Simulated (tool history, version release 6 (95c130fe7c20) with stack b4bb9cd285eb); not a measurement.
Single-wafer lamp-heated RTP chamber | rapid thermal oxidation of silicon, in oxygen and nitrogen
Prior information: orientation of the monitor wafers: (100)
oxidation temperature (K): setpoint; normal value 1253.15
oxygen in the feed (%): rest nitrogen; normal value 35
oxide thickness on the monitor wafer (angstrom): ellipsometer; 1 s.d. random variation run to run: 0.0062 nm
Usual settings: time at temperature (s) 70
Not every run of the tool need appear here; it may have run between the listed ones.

run     day  oxidation temperature (K)  time at temperature (s)  oxygen in the feed (%)  read-back reference wafer on the same gauge, thickness  oxide thickness on the monitor wafer (angstrom)
  1   0.000                    1253.15                       70                      35                                                   4.580                                            41.13
  2   2.242                    1253.15                       70                      35                                                   4.582                                            41.41
      3.517  -- pyrometer window cleaned and pyrometer calibrated
  3   4.379                    1253.15                       70                      35                                                   4.580                                            40.80
  4   6.054                    1253.15                       70                      35                                                   4.580                                            40.73
  5   9.354                    1231.15                       70                      20                                                   4.581                                            31.77
  6  12.192                    1231.15                       70                      20                                                   4.579                                            31.70
  7  13.817                    1231.15                       70                      20                                                   4.580                                            31.87
  8  16.704                    1253.15                       70                      35                                                   4.581                                            41.41
  9  18.783                    1253.15                       70                      35                                                   4.581                                            41.54
     19.975  -- pyrometer window cleaned and pyrometer calibrated
 10  21.175                    1253.15                       70                      35                                                   4.580                                            40.88
     21.775  -- gauge calibrated
 11  24.629                    1253.15                       70                      35                                                   4.581                                            40.97
 12  26.417                    1253.15                       70                      35                                                   4.581                                            41.12
 13  29.446                    1253.15                       70                      35                                                   4.579                                            41.18
 14  32.271                    1272.15                       70                      35                                                   4.580                                            46.89
     34.283  -- pyrometer window cleaned and pyrometer calibrated
 15  35.696                    1253.15                       70                      35                                                   4.579                                            40.72
 16  38.783                    1228.15                       35                      17                                                   4.581                                            25.98
 17  41.446                    1253.15                       70                      35                                                   4.580                                            41.08

For run 18, what comes out?
     42.850  -- oxygen flow controller replaced
 18  43.958                    1276.15                       82                      35                                                       ?                                                ?

{"run 18": {"read-back reference wafer on the same gauge, thickness": 4.58, "oxide thickness on the monitor wafer (angstrom)": 52.04}}
Were there no unlogged condition in the tool, this run, its random variation unchanged, would have produced oxide thickness on the monitor wafer (angstrom) 51.29.
